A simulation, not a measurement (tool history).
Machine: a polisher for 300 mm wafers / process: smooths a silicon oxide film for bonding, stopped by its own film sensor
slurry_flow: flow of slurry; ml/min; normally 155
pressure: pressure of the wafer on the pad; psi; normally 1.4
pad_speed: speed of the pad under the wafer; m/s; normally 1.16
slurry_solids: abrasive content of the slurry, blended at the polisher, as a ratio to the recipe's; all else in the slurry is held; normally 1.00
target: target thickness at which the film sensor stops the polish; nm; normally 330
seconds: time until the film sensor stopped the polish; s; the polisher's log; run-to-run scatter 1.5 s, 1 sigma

| run | hour | slurry_flow | pressure | pad_speed | slurry_solids | target | wafers since the last listed run | wafers polished on this pad | hours since the slurry nozzle was cleaned | hours since the head pressure was calibrated | hours since the slurry blender was calibrated | incoming thickness of the incoming film, nm | seconds |
|---|---|---|---|---|---|---|---|---|---|---|---|---|---|
| 1 | 0.0 | 155 | 1.4 | 1.16 | 1.00 | 330 | 0 | 502 | 193.6 | 1248.8 | 376.8 | 382.1 | 101.4 |
| 2 | 13.4 | 145 | 1.4 | 1.16 | 0.85 | 330 | 159 | 661 | 207.0 | 1262.2 | 390.2 | 382.8 | 113.5 |
| 3 | 23.5 | 145 | 1.4 | 1.16 | 0.85 | 330 | 120 | 781 | 217.1 | 1272.3 | 400.3 | 383.0 | 113.6 |
| 4 | 33.5 | 155 | 1.4 | 1.16 | 0.85 | 330 | 119 | 901 | 227.1 | 1282.3 | 410.3 | 380.7 | 112.9 |
| 5 | 46.4 | 155 | 1.4 | 1.16 | 1.00 | 330 | 153 | 1054 | 240.0 | 1295.2 | 423.2 | 379.3 | 100.1 |
| 6 | 60.0 | 155 | 1.5 | 1.16 | 1.00 | 330 | 161 | 1216 | 253.6 | 1308.8 | 436.8 | 373.4 | 77.5 |
|  | 77.4 | worn pad replaced by a new one |
| 7 | 77.9 | 155 | 1.5 | 1.16 | 1.00 | 330 | 165 | 6 | 271.5 | 1326.7 | 454.7 | 379.3 | 91.6 |
| 8 | 86.3 | 155 | 1.7 | 1.16 | 0.90 | 330 | 100 | 106 | 279.9 | 1335.1 | 463.1 | 379.6 | 84.7 |
| 9 | 101.1 | 155 | 1.4 | 1.16 | 1.00 | 330 | 176 | 282 | 294.7 | 1349.9 | 477.9 | 376.9 | 94.0 |
|  | 112.4 | slurry nozzle cleaned |
| 10 | 114.7 | 155 | 1.4 | 1.16 | 1.00 | 330 | 150 | 432 | 2.3 | 1363.5 | 491.5 | 379.3 | 97.8 |
|  | 119.6 | slurry blender recalibrated |
|  | 133.6 | head pressure recalibrated |
| 11 | 134.1 | 155 | 1.4 | 0.94 | 1.00 | 330 | 183 | 615 | 21.7 | 0.5 | 14.5 | 380.2 | 99.4 |
| 12 | 142.5 | 155 | 1.4 | 1.16 | 1.00 | 330 | 100 | 715 | 30.1 | 8.9 | 22.9 | 373.0 | 74.0 |
| 13 | 157.4 | 155 | 1.4 | 1.16 | 1.00 | 330 | 177 | 893 | 45.0 | 23.8 | 37.8 | 386.5 | 99.7 |
| 14 | 163.6 | 155 | 1.4 | 1.16 | 1.25 | 330 | 73 | 967 | 51.2 | 30.0 | 44.0 | 383.1 | 83.9 |
|  | 177.5 | worn pad replaced by a new one |
| 15 | 179.7 | 155 | 1.4 | 1.16 | 1.00 | 343 | 144 | 25 | 67.3 | 46.1 | 60.1 | 385.9 | 77.2 |
| 16 | 185.8 | 155 | 1.4 | 1.30 | 0.90 | 330 | 72 | 98 | 73.4 | 52.2 | 66.2 | 372.7 | 74.0 |
| 17 | 203.0 | 155 | 1.0 | 1.16 | 1.00 | 330 | 204 | 303 | 90.6 | 69.4 | 83.4 | 382.3 | 134.7 |
| 18 | 218.9 | 155 | 1.4 | 1.16 | 1.00 | 330 | 189 | 492 | 106.5 | 85.3 | 99.3 | 384.7 | 103.3 |
| 19 | 225.0 | 205 | 1.4 | 1.56 | 1.00 | 330 | 72 | 565 | 112.6 | 91.4 | 105.4 | 382.7 | 79.1 |
| 20 | 235.1 | 180 | 1.4 | 1.16 | 1.00 | 330 | 120 | 685 | 122.7 | 101.5 | 115.5 | 381.6 | 94.5 |
| 21 | 243.3 | 155 | 1.4 | 1.16 | 0.80 | 330 | 97 | 783 | 130.9 | 109.7 | 123.7 | 381.6 | 107.1 |
| 22 | 259.2 | 155 | 1.4 | 1.16 | 1.00 | 330 | 189 | 972 | 146.8 | 125.6 | 139.6 | 381.0 | 97.2 |
| 23 | 274.4 | 155 | 1.4 | 1.16 | 1.00 | 314 | 180 | 1153 | 162.0 | 140.8 | 154.8 | 381.1 | 123.0 |
|  | 284.1 | worn pad replaced by a new one |
| 24 | 288.3 | 205 | 1.4 | 1.16 | 1.00 | 330 | 117 | 49 | 175.9 | 154.7 | 168.7 | 387.2 | 103.0 |
| 25 | 303.1 | 155 | 1.4 | 1.00 | 1.00 | 330 | 176 | 225 | 190.7 | 169.5 | 183.5 | 382.3 | 108.4 |
| 26 | 309.5 | 155 | 1.4 | 1.28 | 1.00 | 341 | 76 | 301 | 197.1 | 175.9 | 189.9 | 385.4 | 80.4 |
| 27 | 315.8 | 180 | 1.4 | 0.82 | 0.80 | 342 | 75 | 376 | 203.4 | 182.2 | 196.2 | 381.4 | 102.6 |
| 28 | 326.6 | 195 | 1.4 | 1.16 | 1.00 | 330 | 128 | 505 | 214.2 | 193.0 | 207.0 | 379.1 | 90.8 |
| 29 | 343.9 | 135 | 1.4 | 1.16 | 1.00 | 330 | 205 | 711 | 231.5 | 210.3 | 224.3 | 376.3 | 94.3 |
| 30 | 353.5 | 155 | 1.4 | 1.16 | 1.00 | 330 | 114 | 825 | 241.1 | 219.9 | 233.9 | 375.0 | 86.8 |
| 31 | 366.1 | 155 | 1.2 | 1.04 | 1.00 | 330 | 150 | 975 | 253.7 | 232.5 | 246.5 | 379.3 | 118.7 |

Here are 3 independent what-if runs from the current tool condition. What would each one return?
| A | 366.5 | 155 | 1.4 | 1.16 | 1.00 | 330 | 4 | 980 | 254.1 | 232.9 | 246.9 | 374.5 | ? |
| B | 366.5 | 155 | 1.2 | 1.16 | 0.85 | 330 | 4 | 980 | 254.1 | 232.9 | 246.9 | 374.5 | ? |
| C | 366.5 | 155 | 1.4 | 0.82 | 0.90 | 337 | 4 | 980 | 254.1 | 232.9 | 246.9 | 374.5 | ? |

| run | seconds |
|---|---|
| A | 83.1 |
| B | 106.4 |
| C | 89.7 |
What these runs would have given with no unlogged condition in the tool:
| run | seconds |
|---|---|
| A | 73.0 |
| B | 92.5 |
| C | 78.3 |
